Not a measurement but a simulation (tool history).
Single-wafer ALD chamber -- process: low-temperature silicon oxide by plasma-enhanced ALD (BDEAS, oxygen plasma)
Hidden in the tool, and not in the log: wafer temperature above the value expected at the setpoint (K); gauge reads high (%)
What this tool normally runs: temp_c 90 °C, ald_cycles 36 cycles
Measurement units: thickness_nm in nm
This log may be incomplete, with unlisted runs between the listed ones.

run	hour	temp_c	ald_cycles	wafers since the last listed run	hours since the last thermocouple change	hours since the gauge calibration	read-back reference wafer on the same gauge, thickness_nm	thickness_nm
1	0.0	90	36	0	321.8	293.8	5.539	4.960
2	62.9	90	36	445	384.7	356.7	5.544	4.909
3	100.1	90	36	263	421.9	393.9	5.536	4.920
4	206.3	90	36	751	528.1	500.1	5.538	4.918
5	299.8	85	36	661	621.6	593.6	5.539	5.040
6	361.3	90	36	435	683.1	655.1	5.539	4.936
7	451.0	90	36	635	772.8	744.8	5.541	4.947
8	531.3	90	36	568	853.1	825.1	5.542	4.923
9	682.5	82	36	1070	1004.3	976.3	5.539	5.059
10	785.0	95	36	725	1106.8	1078.8	5.547	4.835
11	866.7	95	36	578	1188.5	1160.5	5.542	4.839
12	961.0	95	36	667	1282.8	1254.8	5.540	4.860
13	1051.3	98	32	639	1373.1	1345.1	5.538	4.208
14	1117.6	98	32	469	1439.4	1411.4	5.541	4.272
15	1180.8	98	32	447	1502.6	1474.6	5.543	4.234
16	1238.2	90	36	406	1560.0	1532.0	5.541	4.924
17	1315.4	90	36	546	1637.2	1609.2	5.545	4.907
18	1413.7	90	36	695	1735.5	1707.5	5.541	4.914
# hour 1444.2: gauge calibrated
19	1519.1	90	36	746	1840.9	74.9	5.540	4.917
20	1569.0	85	29	353	1890.8	124.8	5.545	3.994
21	1667.3	77	36	695	1989.1	223.1	5.540	5.104
22	1729.8	82	41	442	2051.6	285.6	5.537	5.706
23	1774.1	77	30	313	2095.9	329.9	5.537	4.256
24	1818.6	90	41	315	2140.4	374.4	5.542	5.571
25	1863.3	90	36	316	2185.1	419.1	5.539	4.879
26	1945.9	104	36	584	2267.7	501.7	5.543	4.667
# hour 2015.7: thermocouple changed; heater temperature recalibrated
27	2017.9	80	34	453	2.2	573.7	5.545	4.770
28	2103.9	90	36	608	88.2	659.7	5.534	4.907
29	2209.1	85	30	744	193.4	764.9	5.541	4.201
30	2287.1	90	36	552	271.4	842.9	5.541	4.921
31	2341.3	90	36	383	325.6	897.1	5.543	4.917
32	2394.8	90	36	378	379.1	950.6	5.542	4.889
33	2446.8	90	36	368	431.1	1002.6	5.543	4.951
34	2490.4	82	29	308	474.7	1046.2	5.544	4.058
35	2548.9	84	41	414	533.2	1104.7	5.538	5.747
36	2611.0	90	36	439	595.3	1166.8	5.543	4.895
37	2668.9	95	39	409	653.2	1224.7	5.540	5.182
38	2746.5	94	43	549	730.8	1302.3	5.540	5.779
39	2829.7	82	36	589	814.0	1385.5	5.542	5.025

Alternative continuations, all from the tool just after run 39; predict every row:
A	2830.2	90	36	3	814.5	1386.0	?	?
B	2830.2	104	39	3	814.5	1386.0	?	?
C	2830.2	76	39	3	814.5	1386.0	?	?
D	2830.2	102	38	3	814.5	1386.0	?	?
E	2830.2	84	43	3	814.5	1386.0	?	?

run	read-back reference wafer on the same gauge, thickness_nm	thickness_nm
A	5.536	4.891
B	5.536	5.095
C	5.536	5.546
D	5.536	4.982
E	5.536	5.959
With no hidden state in the tool, these same runs would have given:
run	thickness_nm
A	4.916
B	5.109
C	5.574
D	4.996
E	5.989

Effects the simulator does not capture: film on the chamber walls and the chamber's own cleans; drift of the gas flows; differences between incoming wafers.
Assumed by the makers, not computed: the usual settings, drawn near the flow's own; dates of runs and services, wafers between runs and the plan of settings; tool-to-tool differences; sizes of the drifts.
